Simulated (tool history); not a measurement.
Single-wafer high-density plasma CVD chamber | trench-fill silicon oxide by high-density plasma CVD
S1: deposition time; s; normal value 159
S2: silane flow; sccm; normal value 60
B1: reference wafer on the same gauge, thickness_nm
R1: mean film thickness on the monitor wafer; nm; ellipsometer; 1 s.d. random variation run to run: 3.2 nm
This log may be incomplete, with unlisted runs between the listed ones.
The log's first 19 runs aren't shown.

run	hour	S1	S2	B1	R1
20	205.9	159	60	820.673	1061.899
21	243.6	159	60	821.097	1070.894
22	249.7	144	64	819.643	1031.907
# hour 254.5: gauge calibrated
23	264	159	60	819.861	1066.887
24	273.4	188	53	819.698	1111.605
25	281.4	159	60	821.146	1071.242
26	297.5	169	50	820.465	949.488
27	312.1	159	60	820.349	1066.38
28	324.5	146	67	820.056	1093.658
29	334.1	184	60	820.1	1229.855
30	345.9	159	60	819.567	1068.771
31	359.1	159	60	820.029	1066.639
# hour 370.8: silane flow controller replaced
32	381.5	159	60	819.908	1021.404
33	392.3	159	60	818.884	1022.248
34	400.6	180	53	819.383	1023.333
35	420.7	185	68	820.586	1352.901
36	431.7	140	65	819.196	979.49
37	441.7	140	49	819.8	742.841
38	465.5	147	66	820.527	1044.491
39	472.9	179	56	820.548	1090.241
40	490.4	180	65	820.492	1261.831
41	508	159	69	819.321	1191.132
42	523.4	136	60	818.967	885.897
43	534	159	60	819.617	1034.072

Each row is a separate what-if for the run after 43, all from the same tool condition, not one after another. Results?
A	534.4	159	60	?	?
B	534.4	178	54	?	?
C	534.4	159	57	?	?

run	B1	R1
A	820.257	1039.585
B	820.257	1047.431
C	820.257	987.606
Without the tool's hidden state the same runs would have given:
run	R1
A	1019.394
B	1027.087
C	968.424
